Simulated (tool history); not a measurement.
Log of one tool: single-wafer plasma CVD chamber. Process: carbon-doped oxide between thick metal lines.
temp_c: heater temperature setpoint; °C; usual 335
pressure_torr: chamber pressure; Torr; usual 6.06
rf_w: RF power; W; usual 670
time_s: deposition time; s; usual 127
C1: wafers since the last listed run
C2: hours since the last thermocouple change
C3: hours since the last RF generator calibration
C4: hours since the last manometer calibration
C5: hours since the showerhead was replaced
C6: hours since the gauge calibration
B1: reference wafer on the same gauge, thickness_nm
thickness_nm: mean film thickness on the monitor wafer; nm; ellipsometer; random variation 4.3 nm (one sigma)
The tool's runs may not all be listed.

Run 1, day 0.000: usual settings; C1 0; C2 1650.0; C3 1114.5; C4 586.1; C5 4647.9; C6 674.0; B1 679.952. Result: thickness_nm 821.997 nm.
Run 2, day 2.058: usual settings; C1 416; C2 1699.4; C3 1163.9; C4 635.5; C5 4697.3; C6 723.4; B1 679.515. Result: thickness_nm 823.651 nm.
Run 3, day 4.854: usual settings; C1 565; C2 1766.5; C3 1231.0; C4 702.6; C5 4764.4; C6 790.5; B1 680.042. Result: thickness_nm 818.095 nm.
Run 4, day 7.454: usual settings but pressure_torr 5.56 Torr; C1 525; C2 1828.9; C3 1293.4; C4 765.0; C5 4826.8; C6 852.9; B1 680.455. Result: thickness_nm 794.022 nm.
Run 5, day 9.821: usual settings but pressure_torr 5.56 Torr; C1 478; C2 1885.7; C3 1350.2; C4 821.8; C5 4883.6; C6 909.7; B1 680.180. Result: thickness_nm 799.074 nm.
Run 6, day 10.962: usual settings but pressure_torr 5.56 Torr; C1 230; C2 1913.1; C3 1377.6; C4 849.2; C5 4911.0; C6 937.1; B1 679.732. Result: thickness_nm 790.793 nm.
Run 7, day 12.512: usual settings but temp_c 341 °C; C1 313; C2 1950.3; C3 1414.8; C4 886.4; C5 4948.2; C6 974.3; B1 679.418. Result: thickness_nm 805.249 nm.
Run 8, day 15.375: usual settings; C1 579; C2 2019.0; C3 1483.5; C4 955.1; C5 5016.9; C6 1043.0; B1 680.142. Result: thickness_nm 812.598 nm.
At day 16.871: RF generator calibrated.
At day 17.867: capacitance manometer re-zeroed and calibrated.
Run 9, day 18.112: usual settings; C1 418; C2 2084.7; C3 29.8; C4 5.9; C5 5082.6; C6 1108.7; B1 679.906. Result: thickness_nm 845.810 nm.
Run 10, day 20.925: usual settings; C1 568; C2 2152.2; C3 97.3; C4 73.4; C5 5150.1; C6 1176.2; B1 679.462. Result: thickness_nm 839.171 nm.
At day 22.225: gauge calibrated.
Run 11, day 23.071: usual settings; C1 434; C2 2203.7; C3 148.8; C4 124.9; C5 5201.6; C6 20.3; B1 679.726. Result: thickness_nm 838.177 nm.
Run 12, day 25.862: usual settings; C1 564; C2 2270.7; C3 215.8; C4 191.9; C5 5268.6; C6 87.3; B1 680.079. Result: thickness_nm 835.945 nm.
Run 13, day 27.046: usual settings; C1 239; C2 2299.1; C3 244.2; C4 220.3; C5 5297.0; C6 115.7; B1 680.470. Result: thickness_nm 839.124 nm.
Run 14, day 28.204: usual settings but temp_c 320 °C, pressure_torr 4.61 Torr, rf_w 765 W, time_s 109 s; C1 234; C2 2326.9; C3 272.0; C4 248.1; C5 5324.8; C6 143.5; B1 680.039. Result: thickness_nm 770.926 nm.
Run 15, day 29.658: usual settings but time_s 134 s; C1 294; C2 2361.8; C3 306.9; C4 283.0; C5 5359.7; C6 178.4; B1 680.199. Result: thickness_nm 887.483 nm.
At day 30.550: capacitance manometer re-zeroed and calibrated, repeated, since the last time left the tool worse.
Run 16, day 31.062: usual settings but temp_c 323 °C, pressure_torr 4.59 Torr, rf_w 770 W, time_s 118 s; C1 216; C2 2395.5; C3 340.6; C4 12.3; C5 5393.4; C6 212.1; B1 680.526. Result: thickness_nm 805.067 nm.
At day 32.846: thermocouple changed; heater temperature recalibrated.
Run 17, day 33.608: usual settings but temp_c 324 °C, pressure_torr 7.37 Torr, rf_w 720 W, time_s 143 s; C1 447; C2 18.3; C3 401.7; C4 73.4; C5 5454.5; C6 273.2; B1 680.326. Result: thickness_nm 1038.148 nm.
Run 18, day 36.062: usual settings; C1 496; C2 77.2; C3 460.6; C4 132.3; C5 5513.4; C6 332.1; B1 679.952. Result: thickness_nm 824.356 nm.
Run 19, day 38.125: usual settings but pressure_torr 7.26 Torr, rf_w 600 W; C1 417; C2 126.7; C3 510.1; C4 181.8; C5 5562.9; C6 381.6; B1 679.509. Result: thickness_nm 791.716 nm.
At day 39.312: showerhead replaced.
Run 20, day 40.871: usual settings but pressure_torr 4.82 Torr, time_s 136 s; C1 488; C2 192.6; C3 576.0; C4 247.7; C5 37.4; C6 447.5; B1 679.755. Result: thickness_nm 831.316 nm.
Run 21, day 43.346: usual settings but temp_c 324 °C, pressure_torr 7.37 Torr, rf_w 720 W, time_s 143 s; C1 500; C2 252.0; C3 635.4; C4 307.1; C5 96.8; C6 506.9; B1 679.943. Result: thickness_nm 1034.851 nm.
Run 22, day 44.929: usual settings but temp_c 342 °C, rf_w 610 W; C1 320; C2 290.0; C3 673.4; C4 345.1; C5 134.8; C6 544.9; B1 679.989. Result: thickness_nm 758.477 nm.
Run 23, day 46.267: usual settings; C1 270; C2 322.1; C3 705.5; C4 377.2; C5 166.9; C6 577.0; B1 680.432. Result: thickness_nm 833.958 nm.
Run 24, day 50.221: usual settings; C1 799; C2 417.0; C3 800.4; C4 472.1; C5 261.8; C6 671.9; B1 680.147. Result: thickness_nm 825.131 nm.
Run 25, day 52.862: usual settings but temp_c 325 °C, pressure_torr 5.32 Torr, rf_w 735 W, time_s 140 s; C1 534; C2 480.4; C3 863.8; C4 535.5; C5 325.2; C6 735.3; B1 680.581. Result: thickness_nm 961.049 nm.
Run 26, day 55.529: usual settings but temp_c 322 °C, rf_w 720 W; C1 539; C2 544.4; C3 927.8; C4 599.5; C5 389.2; C6 799.3; B1 680.338. Result: thickness_nm 908.403 nm.

Forecast each of these 5 alternatives for the next run:
Run A, day 55.546: usual settings but pressure_torr 6.66 Torr; C1 3; C2 544.8; C3 928.2; C4 599.9; C5 389.6; C6 799.7; B1 ?. Result: thickness_nm ?.
Run B, day 55.546: usual settings but temp_c 326 °C, pressure_torr 7.41 Torr, rf_w 620 W, time_s 147 s; C1 3; C2 544.8; C3 928.2; C4 599.9; C5 389.6; C6 799.7; B1 ?. Result: thickness_nm ?.
Run C, day 55.546: usual settings but temp_c 327 °C, pressure_torr 7.09 Torr, time_s 118 s; C1 3; C2 544.8; C3 928.2; C4 599.9; C5 389.6; C6 799.7; B1 ?. Result: thickness_nm ?.
Run D, day 55.546: usual settings but temp_c 342 °C, pressure_torr 6.65 Torr; C1 3; C2 544.8; C3 928.2; C4 599.9; C5 389.6; C6 799.7; B1 ?. Result: thickness_nm ?.
Run E, day 55.546: usual settings but temp_c 346 °C, time_s 111 s; C1 3; C2 544.8; C3 928.2; C4 599.9; C5 389.6; C6 799.7; B1 ?. Result: thickness_nm ?.

run       B1  thickness_nm
  A  680.101       838.876
  B  680.101       968.353
  C  680.101       808.228
  D  680.101       819.680
  E  680.101       696.961
Without the tool's hidden state the same runs would have given:
run  thickness_nm
  A       840.998
  B       970.512
  C       810.273
  D       821.753
  E       699.735
